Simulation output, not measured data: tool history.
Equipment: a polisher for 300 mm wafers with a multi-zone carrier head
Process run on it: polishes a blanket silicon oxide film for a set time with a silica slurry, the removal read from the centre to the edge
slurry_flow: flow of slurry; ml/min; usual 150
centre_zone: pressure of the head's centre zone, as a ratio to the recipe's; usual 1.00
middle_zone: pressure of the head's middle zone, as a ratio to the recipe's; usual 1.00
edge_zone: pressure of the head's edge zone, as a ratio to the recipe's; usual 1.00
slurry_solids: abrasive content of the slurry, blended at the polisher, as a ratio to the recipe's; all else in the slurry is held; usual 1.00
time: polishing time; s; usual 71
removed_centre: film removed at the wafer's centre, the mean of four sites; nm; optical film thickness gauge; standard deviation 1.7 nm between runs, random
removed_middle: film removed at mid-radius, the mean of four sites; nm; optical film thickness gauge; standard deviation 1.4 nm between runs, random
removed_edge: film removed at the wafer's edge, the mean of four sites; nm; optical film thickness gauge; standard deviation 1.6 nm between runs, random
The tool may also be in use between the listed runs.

| run | hour | slurry_flow | centre_zone | middle_zone | edge_zone | slurry_solids | time | wafers since the last listed run | wafers polished on this pad | hours since the slurry nozzle was cleaned | hours since the centre zone pressure was calibrated | hours since the edge zone pressure was calibrated | hours since the carrier head's membrane was replaced | incoming thickness of the incoming film, nm | removed_centre | removed_middle | removed_edge |
|---|---|---|---|---|---|---|---|---|---|---|---|---|---|---|---|---|---|
| 1 | 0.0 | 130 | 1.00 | 1.00 | 1.00 | 1.00 | 71 | 0 | 2468 | 110.2 | 864.6 | 254.6 | 1319.2 | 1854.5 | 176.4 | 182.4 | 187.1 |
| 2 | 50.4 | 150 | 1.10 | 1.00 | 1.06 | 1.20 | 71 | 555 | 3023 | 160.6 | 915.0 | 305.0 | 1369.6 | 1823.0 | 219.5 | 207.1 | 211.1 |
| 3 | 99.2 | 150 | 1.00 | 1.00 | 1.00 | 1.00 | 71 | 537 | 3561 | 209.4 | 963.8 | 353.8 | 1418.4 | 1832.4 | 179.1 | 184.7 | 186.8 |
| 4 | 127.0 | 150 | 1.00 | 1.00 | 1.11 | 1.00 | 71 | 306 | 3867 | 237.2 | 991.6 | 381.6 | 1446.2 | 1850.2 | 177.0 | 180.9 | 192.8 |
| 5 | 176.9 | 150 | 1.08 | 1.09 | 0.91 | 1.00 | 71 | 549 | 4417 | 287.1 | 1041.5 | 431.5 | 1496.1 | 1826.0 | 191.2 | 193.2 | 181.2 |
|  | 208.9 | worn pad replaced by a new one |
| 6 | 241.1 | 150 | 1.00 | 1.00 | 0.94 | 1.00 | 59 | 663 | 355 | 351.3 | 1105.7 | 495.7 | 1560.3 | 1811.9 | 143.0 | 148.9 | 150.3 |
| 7 | 274.5 | 135 | 1.06 | 1.00 | 1.00 | 0.75 | 93 | 367 | 723 | 384.7 | 1139.1 | 529.1 | 1593.7 | 1828.9 | 186.0 | 183.9 | 191.5 |
|  | 303.4 | centre zone pressure recalibrated |
| 8 | 314.2 | 125 | 1.00 | 1.03 | 1.00 | 1.00 | 71 | 415 | 1138 | 424.4 | 10.8 | 568.8 | 1633.4 | 1817.7 | 160.8 | 173.9 | 177.7 |
| 9 | 368.0 | 150 | 1.00 | 0.90 | 1.00 | 1.10 | 71 | 592 | 1731 | 478.2 | 64.6 | 622.6 | 1687.2 | 1850.6 | 181.7 | 172.9 | 194.1 |
|  | 413.8 | carrier head's membrane replaced by a new one |
| 10 | 414.5 | 150 | 1.00 | 0.94 | 1.04 | 1.00 | 71 | 457 | 2188 | 524.7 | 111.1 | 669.1 | 0.7 | 1787.9 | 172.0 | 168.4 | 185.7 |
| 11 | 446.5 | 170 | 1.12 | 1.00 | 0.90 | 1.00 | 56 | 352 | 2541 | 556.7 | 143.1 | 701.1 | 32.7 | 1825.1 | 159.0 | 145.3 | 144.4 |
|  | 461.6 | slurry nozzle cleaned |
| 12 | 475.2 | 150 | 1.00 | 1.00 | 1.00 | 1.00 | 71 | 305 | 2846 | 13.6 | 171.8 | 729.8 | 61.4 | 1832.6 | 188.2 | 193.5 | 192.7 |
| 13 | 527.6 | 150 | 1.00 | 1.00 | 1.00 | 1.00 | 64 | 577 | 3423 | 66.0 | 224.2 | 782.2 | 113.8 | 1827.7 | 167.3 | 172.7 | 171.4 |
| 14 | 565.6 | 150 | 1.00 | 1.00 | 1.00 | 1.00 | 71 | 418 | 3842 | 104.0 | 262.2 | 820.2 | 151.8 | 1812.4 | 181.1 | 188.6 | 187.0 |
| 15 | 589.8 | 150 | 1.05 | 1.00 | 1.00 | 1.00 | 71 | 266 | 4108 | 128.2 | 286.4 | 844.4 | 176.0 | 1807.6 | 189.5 | 186.6 | 186.3 |
| 16 | 647.8 | 150 | 1.00 | 1.00 | 1.00 | 1.15 | 54 | 639 | 4747 | 186.2 | 344.4 | 902.4 | 234.0 | 1825.2 | 148.9 | 152.3 | 153.5 |

For run 17, what comes out?
|  | 659.1 | worn pad replaced by a new one |
| 17 | 690.0 | 200 | 0.95 | 1.06 | 1.04 | 1.00 | 71 | 420 | 340 | 228.4 | 386.6 | 944.6 | 276.2 | 1830.5 | ? | ? | ? |

Logged for run 17: removed_centre 181.6 nm, removed_middle 203.6 nm, removed_edge 197.4 nm.
On a tool with no hidden condition, and with the same random variation, this run would have come out at removed_centre 193.0 nm, removed_middle 215.0 nm, removed_edge 205.3 nm.
